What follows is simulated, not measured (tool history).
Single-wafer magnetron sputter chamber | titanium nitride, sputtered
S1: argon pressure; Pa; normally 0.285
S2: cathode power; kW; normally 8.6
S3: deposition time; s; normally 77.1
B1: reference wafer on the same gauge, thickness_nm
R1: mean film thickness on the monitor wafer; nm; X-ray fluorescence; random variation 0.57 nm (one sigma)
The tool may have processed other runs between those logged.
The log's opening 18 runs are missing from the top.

run,hour,S1,S2,S3,B1,R1
19,1058.3,0.285,7.95,77.1,102.146,110.606
20,1087.8,0.285,8.6,77.1,102.1,115.682
# hour 1164: sputter target and shields replaced
21,1164.5,0.37,7.3,77.1,102.028,105.963
22,1217.7,0.285,8.6,77.1,102.081,122.693
23,1261.4,0.373,9.2,72.2,102.142,114.553
# hour 1274.3: gauge calibrated
24,1327.9,0.285,8.6,77.1,102.027,120.751
25,1373.8,0.207,9.85,71.3,101.925,127.071
26,1398.9,0.374,8.6,77.1,102.014,114.102
27,1446.9,0.256,8.6,77.1,101.958,119.874
28,1471.3,0.285,8.6,77.1,102.113,117.773
29,1503.1,0.285,7.05,77.1,101.983,102.539
30,1540.5,0.357,8.6,87.8,101.888,128.774
# hour 1564.2: sputter target and shields replaced
31,1571.4,0.211,7.25,67.4,102.077,100.015
32,1620.4,0.183,8.6,70.2,101.974,117.066
33,1693.9,0.285,8.6,62.3,102.105,98.625
34,1756,0.285,8.6,77.1,102.027,119.867
35,1811,0.285,8.6,77.1,101.956,119.737

Consider 3 possible next runs. They are alternatives, not a sequence: every one starts from the tool as it was left by run 35. What does each give?
A,1811.4,0.285,8.6,77.1,?,?
B,1811.4,0.367,8.6,65.9,?,?
C,1811.4,0.285,9.85,65.5,?,?

run,B1,R1
A,102.067,119.837
B,102.067,98.455
C,102.067,111.936
Without the tool's hidden state the same runs would have given:
run,R1
A,124.408
B,102.211
C,116.206
